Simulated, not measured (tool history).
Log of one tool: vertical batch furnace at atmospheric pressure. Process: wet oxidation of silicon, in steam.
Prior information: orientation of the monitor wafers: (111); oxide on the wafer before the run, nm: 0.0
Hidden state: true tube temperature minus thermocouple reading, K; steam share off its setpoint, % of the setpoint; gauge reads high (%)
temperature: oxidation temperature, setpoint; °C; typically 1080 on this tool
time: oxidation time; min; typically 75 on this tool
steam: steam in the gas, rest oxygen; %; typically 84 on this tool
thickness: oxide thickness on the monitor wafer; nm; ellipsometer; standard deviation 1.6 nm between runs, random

run	hour	temperature	time	steam	wafers since the last listed run	hours since the last temperature calibration	hours since the steam generator was serviced	hours since the gauge calibration	read-back reference wafer on the same gauge, thickness	thickness
1	0	1080	75	84	0	2681.9	2103.1	1408	714.4	722.95
2	37	1080	75	84	598	2718.9	2140.1	1445	714.03	722.42
3	89.5	1080	75	84	849	2771.4	2192.6	1497.5	713.51	718.55
4	155.9	1080	75	84	1074	2837.8	2259	1563.9	714.21	723.96
5	186.7	1080	75	84	498	2868.6	2289.8	1594.7	714.19	719.59
6	238.1	1080	75	84	831	2920	2341.2	1646.1	714.26	721.47
7	302.1	1080	75	84	1035	2984	2405.2	1710.1	713.92	723.7
8	329.1	1095	75	84	436	3011	2432.2	1737.1	713.64	762.3
9	362	1065	65.5	84	532	3043.9	2465.1	1770	713.99	636.29
10	472.6	1065	65.5	84	1790	3154.5	2575.7	1880.6	713.83	637.47
11	511.8	1080	75	84	634	3193.7	2614.9	1919.8	714.66	724.63
12	562.9	1080	75	84	827	3244.8	2666	1970.9	714.27	727.11
# hour 618.2: gauge calibrated
13	619.3	1080	75	84	912	3301.2	2722.4	1.1	713.71	723.52
# hour 703.9: thermocouples replaced and temperature profile calibrated
14	731.8	1080	75	84	1432	27.9	2834.9	113.6	713.95	711.8
15	785.8	1080	51	84	873	81.9	2888.9	167.6	714.71	577.74
# hour 822.1: steam generator serviced
16	838.1	1080	51	84	458	134.2	16	219.9	713.68	576.74
17	881	1080	51	84	694	177.1	58.9	262.8	714.38	578.07
18	949.3	1080	95.5	94	1105	245.4	127.2	331.1	714.11	862.76
19	1001.5	1080	75	90	844	297.6	179.4	383.3	714.44	744.11
20	1060.6	1101	75	95	956	356.7	238.5	442.4	714.58	817.34
21	1115.8	1080	54	84	893	411.9	293.7	497.6	714.21	600.93
22	1177.8	1080	75	84	1003	473.9	355.7	559.6	713.32	715.05
23	1208.9	1080	75	84	503	505	386.8	590.7	714.31	717.96
24	1273.3	1100	53.5	95	1042	569.4	451.2	655.1	714.09	679.23
25	1342.7	1080	75	84	1123	638.8	520.6	724.5	713.57	716.67
26	1372.9	1073	75	78	488	669	550.8	754.7	713.89	669.72
27	1397.7	1080	106	79	401	693.8	575.6	779.5	713.55	831.19
28	1438.2	1080	104.5	79	655	734.3	616.1	820	713.65	829.44
29	1642.7	1063	75	84	3309	938.8	820.6	1024.5	714.11	675
30	1694.1	1061	108	84	831	990.2	872	1075.9	713.81	815.58
31	1745.1	1080	64.5	80	825	1041.2	923	1126.9	713.63	642.28
32	1812.5	1080	75	84	1090	1108.6	990.4	1194.3	714.14	716.38
33	1844.6	1063	56.5	88	519	1140.7	1022.5	1226.4	713.86	594.18
34	1914	1104	92.5	84	1123	1210.1	1091.9	1295.8	713.87	868.04

Describe how what the log doesn't record of the tool's condition differs between the last listed run preceding each entry between runs and the first listed run following it.
After run 12, before run 13: gauge calibrated (hour 618.2)
  true tube temperature minus thermocouple reading, K: 5.01 -> 5.03
  difference, measured minus the result without the unlogged condition, thickness: +12.46 -> +12.44 nm
After run 13, before run 14: thermocouples replaced and temperature profile calibrated (hour 703.9)
  true tube temperature minus thermocouple reading, K: 5.03 -> 0.276
  difference, measured minus the result without the unlogged condition, thickness: +12.44 -> +0.69 nm
After run 15, before run 16: steam generator serviced (hour 822.1)
  true tube temperature minus thermocouple reading, K: 0.482 -> 0.674
  difference, measured minus the result without the unlogged condition, thickness: +1.04 -> +1.45 nm
